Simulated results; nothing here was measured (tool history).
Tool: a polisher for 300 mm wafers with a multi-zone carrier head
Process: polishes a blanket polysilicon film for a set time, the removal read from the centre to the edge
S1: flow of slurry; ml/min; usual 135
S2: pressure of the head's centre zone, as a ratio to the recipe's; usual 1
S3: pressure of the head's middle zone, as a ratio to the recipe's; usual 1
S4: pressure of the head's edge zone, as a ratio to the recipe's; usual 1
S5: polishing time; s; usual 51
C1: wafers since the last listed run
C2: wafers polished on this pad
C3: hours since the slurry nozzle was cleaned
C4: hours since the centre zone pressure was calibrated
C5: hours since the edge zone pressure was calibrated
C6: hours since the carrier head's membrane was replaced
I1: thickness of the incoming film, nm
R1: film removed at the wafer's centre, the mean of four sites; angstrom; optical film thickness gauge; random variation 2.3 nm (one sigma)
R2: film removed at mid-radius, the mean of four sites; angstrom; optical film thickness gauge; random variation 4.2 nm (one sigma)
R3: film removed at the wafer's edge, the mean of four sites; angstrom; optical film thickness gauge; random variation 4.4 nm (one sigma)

run 1 day=0 | S1=135 S2=1 S3=1 S4=1 S5=51 | C1=0 C2=175 C3=602.9 C4=688.6 C5=1042.7 C6=1783.7 | I1=1043.4 | R1=2905 R2=3070 R3=3173
run 2 day=0.383 | S1=135 S2=1 S3=1 S4=1 S5=51 | C1=70 C2=245 C3=612.1 C4=697.8 C5=1051.9 C6=1792.9 | I1=1053.4 | R1=2935 R2=3138 R3=3165
run 3 day=0.879 | S1=135 S2=1 S3=1 S4=1 S5=51 | C1=91 C2=337 C3=624 C4=709.7 C5=1063.8 C6=1804.8 | I1=1053.6 | R1=2906 R2=3110 R3=3205
run 4 day=2.679 | S1=135 S2=1 S3=1 S4=1 S5=51 | C1=332 C2=669 C3=667.2 C4=752.9 C5=1107 C6=1848 | I1=1018.6 | R1=2877 R2=3084 R3=3178
-- day=3.083 slurry nozzle cleaned
run 5 day=3.104 | S1=135 S2=1 S3=1 S4=1 S5=51 | C1=70 C2=740 C3=0.5 C4=763.1 C5=1117.2 C6=1858.2 | I1=1045.2 | R1=2892 R2=3103 R3=3251
run 6 day=3.533 | S1=135 S2=1 S3=1 S4=1 S5=51 | C1=79 C2=819 C3=10.8 C4=773.4 C5=1127.5 C6=1868.5 | I1=1044.3 | R1=2876 R2=3164 R3=3209
run 7 day=3.892 | S1=135 S2=1 S3=1 S4=1 S5=51 | C1=66 C2=885 C3=19.4 C4=782 C5=1136.1 C6=1877.1 | I1=1041.8 | R1=2869 R2=3077 R3=3213
run 8 day=4.517 | S1=135 S2=1 S3=1 S4=1 S5=51 | C1=115 C2=1001 C3=34.4 C4=797 C5=1151.1 C6=1892.1 | I1=1055.6 | R1=2861 R2=3123 R3=3164
-- day=4.742 carrier head's membrane replaced by a new one
run 9 day=5.021 | S1=135 S2=1 S3=1 S4=1 S5=51 | C1=54 C2=1055 C3=46.5 C4=809.1 C5=1163.2 C6=6.7 | I1=1036.9 | R1=2883 R2=3170 R3=3144
run 10 day=5.479 | S1=135 S2=1 S3=0.94 S4=1 S5=41 | C1=84 C2=1140 C3=57.5 C4=820.1 C5=1174.2 C6=17.7 | I1=1049.7 | R1=2304 R2=2358 R3=2532
-- day=5.75 edge zone pressure recalibrated
run 11 day=5.933 | S1=135 S2=1 S3=1 S4=1 S5=51 | C1=68 C2=1208 C3=68.4 C4=831 C5=4.4 C6=28.6 | I1=1027 | R1=2836 R2=3145 R3=3150
run 12 day=6.625 | S1=135 S2=1 S3=1 S4=1 S5=51 | C1=127 C2=1336 C3=85 C4=847.6 C5=21 C6=45.2 | I1=1023.2 | R1=2859 R2=3139 R3=3183
-- day=6.871 centre zone pressure recalibrated
-- day=7.308 worn pad replaced by a new one
run 13 day=7.338 | S1=160 S2=1 S3=1 S4=1 S5=51 | C1=85 C2=5 C3=102.1 C4=11.2 C5=38.1 C6=62.3 | I1=1024.5 | R1=3359 R2=3195 R3=3193
run 14 day=7.842 | S1=135 S2=0.95 S3=1 S4=1 S5=51 | C1=93 C2=98 C3=114.2 C4=23.3 C5=50.2 C6=74.4 | I1=1036.7 | R1=3078 R2=3143 R3=3199
run 15 day=8.125 | S1=120 S2=1.06 S3=1 S4=0.9 S5=51 | C1=52 C2=150 C3=121 C4=30.1 C5=57 C6=81.2 | I1=1053.3 | R1=3345 R2=2986 R3=2928

Forecast run 16:
run 16 day=8.875 | S1=145 S2=0.89 S3=1 S4=1 S5=51 | C1=138 C2=289 C3=139 C4=48.1 C5=75 C6=99.2 | I1=1057.2 | R1=? R2=? R3=?

{"run 16": {"R1": 2936, "R2": 3127, "R3": 3215}}
Without the tool's hidden state the same run would have given R1 2905 angstrom, R2 3127 angstrom, R3 3215 angstrom.
